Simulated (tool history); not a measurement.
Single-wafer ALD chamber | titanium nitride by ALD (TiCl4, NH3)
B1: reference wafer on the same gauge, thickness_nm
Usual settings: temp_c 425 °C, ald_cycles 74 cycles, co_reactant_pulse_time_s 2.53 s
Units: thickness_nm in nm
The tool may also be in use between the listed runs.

{"run": 1, "hour": 0.0, "temp_c": 431, "ald_cycles": 74, "co_reactant_pulse_time_s": 2.53, "B1": 1.761, "thickness_nm": 1.621}
{"run": 2, "hour": 28.1, "temp_c": 425, "ald_cycles": 74, "co_reactant_pulse_time_s": 2.53, "B1": 1.76, "thickness_nm": 1.623}
{"run": 3, "hour": 47.1, "temp_c": 425, "ald_cycles": 74, "co_reactant_pulse_time_s": 2.53, "B1": 1.758, "thickness_nm": 1.625}
{"run": 4, "hour": 68.2, "temp_c": 425, "ald_cycles": 74, "co_reactant_pulse_time_s": 2.53, "B1": 1.758, "thickness_nm": 1.617}
{"run": 5, "hour": 83.2, "temp_c": 425, "ald_cycles": 74, "co_reactant_pulse_time_s": 2.53, "B1": 1.762, "thickness_nm": 1.618}
{"run": 6, "hour": 154.4, "temp_c": 425, "ald_cycles": 74, "co_reactant_pulse_time_s": 2.53, "B1": 1.759, "thickness_nm": 1.621}
{"run": 7, "hour": 177.7, "temp_c": 417, "ald_cycles": 74, "co_reactant_pulse_time_s": 2.53, "B1": 1.758, "thickness_nm": 1.613}
{"hour": 257.0, "done": "thermocouple changed; heater temperature recalibrated"}
{"run": 8, "hour": 267.6, "temp_c": 425, "ald_cycles": 74, "co_reactant_pulse_time_s": 2.28, "B1": 1.76, "thickness_nm": 1.62}
{"hour": 282.5, "done": "showerhead replaced"}
{"run": 9, "hour": 283.0, "temp_c": 425, "ald_cycles": 74, "co_reactant_pulse_time_s": 2.53, "B1": 1.761, "thickness_nm": 1.618}
{"hour": 310.0, "done": "gauge calibrated"}
{"run": 10, "hour": 314.0, "temp_c": 425, "ald_cycles": 74, "co_reactant_pulse_time_s": 1.92, "B1": 1.761, "thickness_nm": 1.61}
{"run": 11, "hour": 346.0, "temp_c": 425, "ald_cycles": 74, "co_reactant_pulse_time_s": 2.28, "B1": 1.762, "thickness_nm": 1.619}
{"run": 12, "hour": 373.0, "temp_c": 425, "ald_cycles": 74, "co_reactant_pulse_time_s": 2.53, "B1": 1.761, "thickness_nm": 1.622}
{"run": 13, "hour": 387.9, "temp_c": 429, "ald_cycles": 78, "co_reactant_pulse_time_s": 2.53, "B1": 1.76, "thickness_nm": 1.706}
{"run": 14, "hour": 402.0, "temp_c": 433, "ald_cycles": 74, "co_reactant_pulse_time_s": 2.53, "B1": 1.76, "thickness_nm": 1.624}
{"run": 15, "hour": 429.5, "temp_c": 425, "ald_cycles": 69, "co_reactant_pulse_time_s": 1.62, "B1": 1.76, "thickness_nm": 1.505}
{"run": 16, "hour": 456.6, "temp_c": 425, "ald_cycles": 69, "co_reactant_pulse_time_s": 2.85, "B1": 1.759, "thickness_nm": 1.516}
{"run": 17, "hour": 479.0, "temp_c": 412, "ald_cycles": 74, "co_reactant_pulse_time_s": 1.76, "B1": 1.758, "thickness_nm": 1.607}
{"run": 18, "hour": 512.1, "temp_c": 425, "ald_cycles": 84, "co_reactant_pulse_time_s": 2.53, "B1": 1.762, "thickness_nm": 1.837}
{"run": 19, "hour": 536.0, "temp_c": 414, "ald_cycles": 61, "co_reactant_pulse_time_s": 2.53, "B1": 1.758, "thickness_nm": 1.338}

3 ways to go on from here, each from the tool as it stands after run 19. What would each give?
{"run": "A", "hour": 536.6, "temp_c": 425, "ald_cycles": 74, "co_reactant_pulse_time_s": 2.53, "B1": "?", "thickness_nm": "?"}
{"run": "B", "hour": 536.6, "temp_c": 437, "ald_cycles": 79, "co_reactant_pulse_time_s": 1.57, "B1": "?", "thickness_nm": "?"}
{"run": "C", "hour": 536.6, "temp_c": 431, "ald_cycles": 74, "co_reactant_pulse_time_s": 1.69, "B1": "?", "thickness_nm": "?"}

run=A B1=1.761 thickness_nm=1.626
run=B B1=1.761 thickness_nm=1.721
run=C B1=1.761 thickness_nm=1.614
Without the tool's hidden state the same runs would have given:
run=A thickness_nm=1.626
run=B thickness_nm=1.721
run=C thickness_nm=1.614
